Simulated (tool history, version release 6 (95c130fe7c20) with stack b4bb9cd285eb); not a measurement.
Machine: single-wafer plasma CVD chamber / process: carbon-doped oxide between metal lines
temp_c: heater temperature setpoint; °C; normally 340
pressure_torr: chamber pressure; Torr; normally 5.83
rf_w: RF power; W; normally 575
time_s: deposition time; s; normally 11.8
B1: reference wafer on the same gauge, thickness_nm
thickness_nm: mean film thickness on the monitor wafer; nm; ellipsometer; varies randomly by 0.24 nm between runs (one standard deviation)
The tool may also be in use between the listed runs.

Run 1, hour 0: usual settings but time_s 10.5 s; B1 83.499. Result: thickness_nm 66.393 nm.
Run 2, hour 17.2: usual settings but pressure_torr 5.19 Torr; B1 83.539. Result: thickness_nm 73.405 nm.
Run 3, hour 42.3: usual settings; B1 83.572. Result: thickness_nm 74.578 nm.
Run 4, hour 67.7: usual settings; B1 83.598. Result: thickness_nm 74.765 nm.
Run 5, hour 93.9: usual settings; B1 83.643. Result: thickness_nm 74.741 nm.
Run 6, hour 117.8: usual settings; B1 83.605. Result: thickness_nm 74.889 nm.
Run 7, hour 150: usual settings but pressure_torr 4.74 Torr; B1 83.676. Result: thickness_nm 72.011 nm.
Run 8, hour 163.2: usual settings but time_s 10.4 s; B1 83.747. Result: thickness_nm 66.321 nm.
Run 9, hour 180.8: usual settings but temp_c 348 °C, rf_w 515 W; B1 83.668. Result: thickness_nm 68.957 nm.
At hour 206.2: RF generator calibrated.
Run 10, hour 234.2: usual settings; B1 83.797. Result: thickness_nm 74.848 nm.
Run 11, hour 261.9: usual settings but temp_c 333 °C, rf_w 520 W, time_s 10.1 s; B1 83.796. Result: thickness_nm 61.651 nm.
Run 12, hour 290.1: usual settings; B1 83.811. Result: thickness_nm 74.72 nm.
Run 13, hour 316.4: usual settings but pressure_torr 7.05 Torr, time_s 9.9 s; B1 83.867. Result: thickness_nm 64.566 nm.
At hour 349.8: capacitance manometer re-zeroed and calibrated.
Run 14, hour 350.3: usual settings; B1 83.904. Result: thickness_nm 74.781 nm.
Run 15, hour 369: usual settings but temp_c 331 °C, rf_w 540 W; B1 83.937. Result: thickness_nm 74.137 nm.

What does the tool deliver on the next run?
At hour 410.7: gauge calibrated.
Run 16, hour 457: usual settings but rf_w 480 W; B1 ?. Result: thickness_nm ?.

{"run 16": {"B1": 81.84, "thickness_nm": 66.093}}
The same run, on a tool lacking any hidden state, would have yielded thickness_nm 65.822 nm.
